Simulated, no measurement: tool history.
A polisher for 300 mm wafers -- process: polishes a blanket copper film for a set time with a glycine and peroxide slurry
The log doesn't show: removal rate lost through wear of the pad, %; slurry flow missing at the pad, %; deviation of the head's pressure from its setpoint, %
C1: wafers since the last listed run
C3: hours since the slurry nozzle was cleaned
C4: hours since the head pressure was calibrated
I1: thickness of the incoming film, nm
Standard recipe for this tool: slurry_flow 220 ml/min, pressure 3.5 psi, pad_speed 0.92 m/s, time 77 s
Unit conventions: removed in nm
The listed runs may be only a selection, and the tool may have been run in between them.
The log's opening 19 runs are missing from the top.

Run 20, hour 969: usual settings but pad_speed 0.66 m/s, time 100 s; C1 703; wafers polished on this pad 1560; C3 644.7; C4 167.4; I1 1414.8. Result: removed 453.8 nm.
Run 21, hour 1036.5: usual settings but pressure 4 psi, time 69 s; C1 680; wafers polished on this pad 2241; C3 712.2; C4 234.9; I1 1415.2. Result: removed 454.5 nm.
Run 22, hour 1090.1: usual settings but slurry_flow 200 ml/min, pressure 2.5 psi, time 70 s; C1 540; wafers polished on this pad 2781; C3 765.8; C4 288.5; I1 1457. Result: removed 310.5 nm.
At hour 1105.9: slurry nozzle cleaned.
Run 23, hour 1149.9: usual settings but pressure 3.9 psi, pad_speed 1.02 m/s; C1 593; wafers polished on this pad 3375; C3 44; C4 348.3; I1 1434.8. Result: removed 570.6 nm.
Run 24, hour 1180.4: usual settings but pressure 4.5 psi; C1 307; wafers polished on this pad 3682; C3 74.5; C4 378.8; I1 1424.2. Result: removed 590.4 nm.
Run 25, hour 1216: usual settings; C1 359; wafers polished on this pad 4041; C3 110.1; C4 414.4; I1 1422. Result: removed 471.2 nm.
At hour 1239.2: worn pad replaced by a new one.
Run 26, hour 1262.4: usual settings but slurry_flow 150 ml/min, time 54 s; C1 427; wafers polished on this pad 234; C3 156.5; C4 460.8; I1 1422.3. Result: removed 315.4 nm.
Run 27, hour 1321.5: usual settings but slurry_flow 170 ml/min, pressure 2.9 psi; C1 596; wafers polished on this pad 830; C3 215.6; C4 519.9; I1 1440.3. Result: removed 390.5 nm.
Run 28, hour 1366.8: usual settings but time 60 s; C1 457; wafers polished on this pad 1287; C3 260.9; C4 565.2; I1 1435.8. Result: removed 367 nm.
Run 29, hour 1392.6: usual settings but slurry_flow 160 ml/min, time 66 s; C1 260; wafers polished on this pad 1547; C3 286.7; C4 591; I1 1441.7. Result: removed 386.5 nm.
Run 30, hour 1418: usual settings; C1 256; wafers polished on this pad 1804; C3 312.1; C4 616.4; I1 1445.2. Result: removed 467.7 nm.
Run 31, hour 1442.4: usual settings but time 99 s; C1 246; wafers polished on this pad 2050; C3 336.5; C4 640.8; I1 1434. Result: removed 596.3 nm.
Run 32, hour 1470.8: usual settings but pressure 2.7 psi, pad_speed 0.74 m/s; C1 286; wafers polished on this pad 2336; C3 364.9; C4 669.2; I1 1438.4. Result: removed 315.7 nm.
Run 33, hour 1510.3: usual settings; C1 398; wafers polished on this pad 2735; C3 404.4; C4 708.7; I1 1426. Result: removed 462.5 nm.
Run 34, hour 1544.4: usual settings but pressure 4.1 psi, pad_speed 1.12 m/s; C1 344; wafers polished on this pad 3079; C3 438.5; C4 742.8; I1 1424.7. Result: removed 633.3 nm.
Run 35, hour 1653.8: usual settings but slurry_flow 185 ml/min, pressure 4.2 psi, pad_speed 1.2 m/s, time 94 s; C1 1103; wafers polished on this pad 4183; C3 547.9; C4 852.2; I1 1419.6. Result: removed 819.9 nm.
At hour 1673: worn pad replaced by a new one.
Run 36, hour 1705.3: usual settings but slurry_flow 250 ml/min; C1 479; wafers polished on this pad 326; C3 599.4; C4 903.7; I1 1412.6. Result: removed 464.1 nm.

Predict each of these 5 candidate next runs independently; none follows another, all start after run 36:
Run A, hour 1705.7: usual settings; C1 4; wafers polished on this pad 330; C3 599.8; C4 904.1; I1 1418.4. Result: removed ?.
Run B, hour 1705.7: usual settings but slurry_flow 150 ml/min, pressure 4 psi, time 54 s; C1 4; wafers polished on this pad 330; C3 599.8; C4 904.1; I1 1418.4. Result: removed ?.
Run C, hour 1705.7: usual settings but slurry_flow 190 ml/min, time 85 s; C1 4; wafers polished on this pad 330; C3 599.8; C4 904.1; I1 1418.4. Result: removed ?.
Run D, hour 1705.7: usual settings but slurry_flow 195 ml/min, pressure 4.5 psi, pad_speed 0.82 m/s; C1 4; wafers polished on this pad 330; C3 599.8; C4 904.1; I1 1418.4. Result: removed ?.
Run E, hour 1705.7: usual settings but slurry_flow 180 ml/min; C1 4; wafers polished on this pad 330; C3 599.8; C4 904.1; I1 1418.4. Result: removed ?.

run  removed
  A    460.6
  B    345.2
  C    499.7
  D      510
  E    449.6
Without the tool's hidden state the same runs would have given:
run  removed
  A    477.8
  B    361.9
  C    520.4
  D    530.8
  E    468.9
